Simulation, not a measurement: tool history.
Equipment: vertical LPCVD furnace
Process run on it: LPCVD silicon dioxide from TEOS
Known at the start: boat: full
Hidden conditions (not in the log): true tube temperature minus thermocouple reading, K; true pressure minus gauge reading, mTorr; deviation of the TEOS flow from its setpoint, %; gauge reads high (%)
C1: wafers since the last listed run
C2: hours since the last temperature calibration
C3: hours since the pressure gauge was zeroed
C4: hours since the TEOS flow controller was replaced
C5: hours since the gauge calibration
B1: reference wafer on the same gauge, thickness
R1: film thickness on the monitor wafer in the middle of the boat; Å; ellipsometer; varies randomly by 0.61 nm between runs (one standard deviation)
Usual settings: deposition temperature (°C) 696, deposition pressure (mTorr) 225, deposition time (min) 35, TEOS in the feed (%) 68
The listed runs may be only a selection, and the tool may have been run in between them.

Run 1, hour 0: usual settings; C1 0; C2 3110.9; C3 1396.2; C4 4723.3; C5 462; B1 244.46. Result: R1 2090.5 Å.
Run 2, hour 57: usual settings; C1 800; C2 3167.9; C3 1453.2; C4 4780.3; C5 519; B1 244.76. Result: R1 2086.5 Å.
Run 3, hour 145.2: usual settings; C1 1238; C2 3256.1; C3 1541.4; C4 4868.5; C5 607.2; B1 245.01. Result: R1 2091 Å.
Run 4, hour 221.6: usual settings; C1 1072; C2 3332.5; C3 1617.8; C4 4944.9; C5 683.6; B1 245.07. Result: R1 2093.7 Å.
Run 5, hour 301.5: usual settings; C1 1122; C2 3412.4; C3 1697.7; C4 5024.8; C5 763.5; B1 245.68. Result: R1 2091.5 Å.
Run 6, hour 386.9: usual settings but deposition time (min) 28; C1 1199; C2 3497.8; C3 1783.1; C4 5110.2; C5 848.9; B1 245.78. Result: R1 1666.5 Å.
Run 7, hour 486.5: usual settings; C1 1398; C2 3597.4; C3 1882.7; C4 5209.8; C5 948.5; B1 246.15. Result: R1 2098.8 Å.
Run 8, hour 571.6: usual settings; C1 1195; C2 3682.5; C3 1967.8; C4 5294.9; C5 1033.6; B1 246.63. Result: R1 2101.3 Å.
At hour 619.2: TEOS flow controller replaced.
Run 9, hour 631.2: usual settings; C1 499; C2 3742.1; C3 2027.4; C4 12; C5 1093.2; B1 246.98. Result: R1 2094 Å.
Run 10, hour 667.7: usual settings but deposition pressure (mTorr) 265; C1 512; C2 3778.6; C3 2063.9; C4 48.5; C5 1129.7; B1 246.99. Result: R1 2285.4 Å.
Run 11, hour 728.7: usual settings but deposition pressure (mTorr) 250; C1 856; C2 3839.6; C3 2124.9; C4 109.5; C5 1190.7; B1 246.77. Result: R1 2225.1 Å.
Run 12, hour 812: usual settings but deposition time (min) 39.5; C1 1169; C2 3922.9; C3 2208.2; C4 192.8; C5 1274; B1 247.6. Result: R1 2376.7 Å.
At hour 899.3: pressure gauge zeroed.
Run 13, hour 899.8: usual settings but deposition time (min) 39.5; C1 895; C2 4010.7; C3 0.5; C4 280.6; C5 1361.8; B1 248.01. Result: R1 2378.3 Å.
Run 14, hour 969.4: usual settings but deposition time (min) 23.5; C1 977; C2 4080.3; C3 70.1; C4 350.2; C5 1431.4; B1 248.11. Result: R1 1428 Å.
At hour 1060.1: gauge calibrated.
Run 15, hour 1060.5: usual settings but deposition temperature (°C) 685, deposition pressure (mTorr) 250, deposition time (min) 22.5; C1 1279; C2 4171.4; C3 161.2; C4 441.3; C5 0.4; B1 241.92. Result: R1 1078.2 Å.
Run 16, hour 1143.7: usual settings; C1 1168; C2 4254.6; C3 244.4; C4 524.5; C5 83.6; B1 242.47. Result: R1 2072.6 Å.
Run 17, hour 1213.7: usual settings but deposition pressure (mTorr) 240, TEOS in the feed (%) 81; C1 983; C2 4324.6; C3 314.4; C4 594.5; C5 153.6; B1 242.71. Result: R1 2341.5 Å.
Run 18, hour 1405.7: usual settings but deposition temperature (°C) 703, TEOS in the feed (%) 64; C1 2696; C2 4516.6; C3 506.4; C4 786.5; C5 345.6; B1 243.13. Result: R1 2376.1 Å.
Run 19, hour 1480.9: usual settings; C1 1056; C2 4591.8; C3 581.6; C4 861.7; C5 420.8; B1 243.83. Result: R1 2075.5 Å.
Run 20, hour 1532.7: usual settings but deposition temperature (°C) 691, deposition pressure (mTorr) 195, TEOS in the feed (%) 72; C1 727; C2 4643.6; C3 633.4; C4 913.5; C5 472.6; B1 243.73. Result: R1 1774.3 Å.
At hour 1572.7: thermocouples replaced and temperature profile calibrated.
Run 21, hour 1631.2: usual settings but deposition pressure (mTorr) 250, TEOS in the feed (%) 63; C1 1046; C2 58.5; C3 731.9; C4 1012; C5 571.1; B1 244.26. Result: R1 2115.4 Å.
Run 22, hour 1673.3: usual settings but TEOS in the feed (%) 80; C1 591; C2 100.6; C3 774; C4 1054.1; C5 613.2; B1 244.29. Result: R1 2258.3 Å.
Run 23, hour 1740.6: usual settings but deposition pressure (mTorr) 275, TEOS in the feed (%) 77; C1 945; C2 167.9; C3 841.3; C4 1121.4; C5 680.5; B1 245.07. Result: R1 2447.1 Å.
Run 24, hour 1778.3: usual settings but TEOS in the feed (%) 62; C1 529; C2 205.6; C3 879; C4 1159.1; C5 718.2; B1 244.67. Result: R1 1995.8 Å.
Run 25, hour 1852.3: usual settings but deposition temperature (°C) 686, deposition time (min) 22.5; C1 1039; C2 279.6; C3 953; C4 1233.1; C5 792.2; B1 245.18. Result: R1 1061.3 Å.
Run 26, hour 1958.8: usual settings but deposition pressure (mTorr) 205, TEOS in the feed (%) 80; C1 1495; C2 386.1; C3 1059.5; C4 1339.6; C5 898.7; B1 245.65. Result: R1 2167.9 Å.
Run 27, hour 2016.1: usual settings but deposition pressure (mTorr) 205, deposition time (min) 22; C1 804; C2 443.4; C3 1116.8; C4 1396.9; C5 956; B1 245.41. Result: R1 1262.2 Å.

For each entry between runs, how does the tool's hidden state at the last listed run before it compare with that at the first listed run after it?
After run 8, before run 9: TEOS flow controller replaced (hour 619.2)
  gauge reads high (%): 1.89 -> 1.99
  measured result minus the result with no hidden state, R1: +39 -> +40.8 Å
After run 12, before run 13: pressure gauge zeroed (hour 899.3)
  gauge reads high (%): 2.27 -> 2.41
  measured result minus the result with no hidden state, R1: +52.8 -> +56 Å
After run 14, before run 15: gauge calibrated (hour 1060.1)
  gauge reads high (%): 2.52 -> 0.0252
  measured result minus the result with no hidden state, R1: +35.2 -> +0.2 Å
After run 20, before run 21: thermocouples replaced and temperature profile calibrated (hour 1572.7)
  gauge reads high (%): 0.777 -> 0.934
  measured result minus the result with no hidden state, R1: +13.7 -> +19.6 Å

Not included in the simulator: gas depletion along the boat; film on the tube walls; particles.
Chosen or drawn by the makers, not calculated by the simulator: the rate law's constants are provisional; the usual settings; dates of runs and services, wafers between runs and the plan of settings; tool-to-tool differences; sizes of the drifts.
